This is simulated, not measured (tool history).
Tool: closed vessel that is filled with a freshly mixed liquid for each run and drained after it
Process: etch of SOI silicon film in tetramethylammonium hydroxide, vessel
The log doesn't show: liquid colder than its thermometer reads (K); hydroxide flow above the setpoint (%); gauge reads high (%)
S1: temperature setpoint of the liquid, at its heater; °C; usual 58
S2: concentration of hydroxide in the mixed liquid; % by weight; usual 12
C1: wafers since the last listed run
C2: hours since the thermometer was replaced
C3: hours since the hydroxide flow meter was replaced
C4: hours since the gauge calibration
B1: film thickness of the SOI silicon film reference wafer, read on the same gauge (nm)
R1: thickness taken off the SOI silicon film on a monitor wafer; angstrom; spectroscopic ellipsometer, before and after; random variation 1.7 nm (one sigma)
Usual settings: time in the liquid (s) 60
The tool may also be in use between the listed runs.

run 1 hour=0 | S1=58 S2=12 time_in_the_liquid_(s)=60 | C1=0 C2=1233.3 C3=844.4 C4=302.8 | B1=80.04 | R1=1651.7
run 2 hour=16.2 | S1=58 S2=14.5 time_in_the_liquid_(s)=60 | C1=1897 C2=1249.5 C3=860.6 C4=319 | B1=80.02 | R1=1508.9
run 3 hour=29.5 | S1=58 S2=14.5 time_in_the_liquid_(s)=60 | C1=1557 C2=1262.8 C3=873.9 C4=332.3 | B1=80.03 | R1=1475.5
run 4 hour=39.7 | S1=58 S2=12 time_in_the_liquid_(s)=60 | C1=1194 C2=1273 C3=884.1 C4=342.5 | B1=79.99 | R1=1624.7
run 5 hour=53.1 | S1=58 S2=12 time_in_the_liquid_(s)=60 | C1=1569 C2=1286.4 C3=897.5 C4=355.9 | B1=80 | R1=1614
run 6 hour=61 | S1=58 S2=12 time_in_the_liquid_(s)=60 | C1=925 C2=1294.3 C3=905.4 C4=363.8 | B1=80.01 | R1=1627.9
run 7 hour=70.4 | S1=58 S2=12 time_in_the_liquid_(s)=60 | C1=1100 C2=1303.7 C3=914.8 C4=373.2 | B1=80 | R1=1634.5
run 8 hour=85.7 | S1=58 S2=12 time_in_the_liquid_(s)=60 | C1=1791 C2=1319 C3=930.1 C4=388.5 | B1=80.01 | R1=1607.9
run 9 hour=96.1 | S1=58 S2=12 time_in_the_liquid_(s)=60 | C1=1217 C2=1329.4 C3=940.5 C4=398.9 | B1=80 | R1=1601.7
run 10 hour=111.5 | S1=58 S2=12 time_in_the_liquid_(s)=60 | C1=1803 C2=1344.8 C3=955.9 C4=414.3 | B1=80.01 | R1=1622.2
run 11 hour=142.7 | S1=58 S2=12 time_in_the_liquid_(s)=60 | C1=3653 C2=1376 C3=987.1 C4=445.5 | B1=79.98 | R1=1609.7
run 12 hour=160.6 | S1=58 S2=12 time_in_the_liquid_(s)=60 | C1=2096 C2=1393.9 C3=1005 C4=463.4 | B1=79.99 | R1=1576.4
run 13 hour=168.4 | S1=58 S2=12 time_in_the_liquid_(s)=60 | C1=913 C2=1401.7 C3=1012.8 C4=471.2 | B1=80.02 | R1=1614.4
-- hour=172.1 thermometer replaced
-- hour=176.1 gauge calibrated
-- hour=179 hydroxide flow meter replaced
run 14 hour=185.3 | S1=58 S2=12 time_in_the_liquid_(s)=60 | C1=1745 C2=13.2 C3=6.3 C4=9.2 | B1=80.02 | R1=1885.6
run 15 hour=191.4 | S1=58 S2=12 time_in_the_liquid_(s)=60 | C1=714 C2=19.3 C3=12.4 C4=15.3 | B1=79.99 | R1=1871.5
run 16 hour=200.6 | S1=58 S2=12 time_in_the_liquid_(s)=60 | C1=1077 C2=28.5 C3=21.6 C4=24.5 | B1=80.02 | R1=1894.8
run 17 hour=212.3 | S1=51.5 S2=13 time_in_the_liquid_(s)=60 | C1=1370 C2=40.2 C3=33.3 C4=36.2 | B1=79.99 | R1=1196.3
run 18 hour=225.5 | S1=58 S2=12 time_in_the_liquid_(s)=45 | C1=1545 C2=53.4 C3=46.5 C4=49.4 | B1=80 | R1=1421.3
run 19 hour=241.3 | S1=58 S2=12 time_in_the_liquid_(s)=60 | C1=1850 C2=69.2 C3=62.3 C4=65.2 | B1=80.01 | R1=1871.1
run 20 hour=259 | S1=65 S2=12 time_in_the_liquid_(s)=70 | C1=2072 C2=86.9 C3=80 C4=82.9 | B1=80 | R1=3336.4
run 21 hour=272.6 | S1=53.5 S2=9.5 time_in_the_liquid_(s)=75 | C1=1592 C2=100.5 C3=93.6 C4=96.5 | B1=80 | R1=1879.6
run 22 hour=284.7 | S1=58 S2=12 time_in_the_liquid_(s)=30 | C1=1417 C2=112.6 C3=105.7 C4=108.6 | B1=80.01 | R1=938
run 23 hour=302.1 | S1=58 S2=13 time_in_the_liquid_(s)=90 | C1=2037 C2=130 C3=123.1 C4=126 | B1=80.03 | R1=2678.4
run 24 hour=318.6 | S1=52.5 S2=12 time_in_the_liquid_(s)=60 | C1=1932 C2=146.5 C3=139.6 C4=142.5 | B1=80.01 | R1=1320.7
run 25 hour=326 | S1=65.5 S2=13.5 time_in_the_liquid_(s)=50 | C1=866 C2=153.9 C3=147 C4=149.9 | B1=80 | R1=2328.2
run 26 hour=339.2 | S1=58 S2=12 time_in_the_liquid_(s)=60 | C1=1545 C2=167.1 C3=160.2 C4=163.1 | B1=79.97 | R1=1883.3
run 27 hour=345.2 | S1=62 S2=12 time_in_the_liquid_(s)=85 | C1=702 C2=173.1 C3=166.2 C4=169.1 | B1=80.03 | R1=3347.4
run 28 hour=359.8 | S1=61.5 S2=10 time_in_the_liquid_(s)=70 | C1=1709 C2=187.7 C3=180.8 C4=183.7 | B1=79.99 | R1=2856.4
run 29 hour=374.9 | S1=58 S2=9.5 time_in_the_liquid_(s)=70 | C1=1768 C2=202.8 C3=195.9 C4=198.8 | B1=80.01 | R1=2343.8
run 30 hour=381.9 | S1=55 S2=15 time_in_the_liquid_(s)=60 | C1=819 C2=209.8 C3=202.9 C4=205.8 | B1=80.04 | R1=1356.8
run 31 hour=398.7 | S1=65.5 S2=9.5 time_in_the_liquid_(s)=75 | C1=1967 C2=226.6 C3=219.7 C4=222.6 | B1=79.98 | R1=3978.3
run 32 hour=410.8 | S1=60 S2=14 time_in_the_liquid_(s)=85 | C1=1417 C2=238.7 C3=231.8 C4=234.7 | B1=79.99 | R1=2730.9
run 33 hour=419.9 | S1=58 S2=12 time_in_the_liquid_(s)=50 | C1=1065 C2=247.8 C3=240.9 C4=243.8 | B1=80.01 | R1=1527.3
run 34 hour=432.3 | S1=52.5 S2=12 time_in_the_liquid_(s)=60 | C1=1452 C2=260.2 C3=253.3 C4=256.2 | B1=80.01 | R1=1291.4

Hidden state or all else? Some run-to-run changes of R1, split into what the settings, what came in and random variation would give without the hidden state, and what is left for the hidden state (with any gauge scatter that isn't in both results):
Run 13 -> 14: thermometer replaced, gauge calibrated, hydroxide flow meter replaced. R1 +271.2 angstrom: hidden state +277.9, all else -6.7.
Run 19 -> 20: S1 58 -> 65, time in the liquid (s) 60 -> 70. R1 +1465.3 angstrom: hidden state -22, all else +1487.3.
Run 22 -> 23: S2 12 -> 13, time in the liquid (s) 30 -> 90. R1 +1740.4 angstrom: hidden state -34.1, all else +1774.5.
Run 30 -> 31: S1 55 -> 65.5, S2 15 -> 9.5, time in the liquid (s) 60 -> 75. R1 +2621.5 angstrom: hidden state -69.6, all else +2691.1.
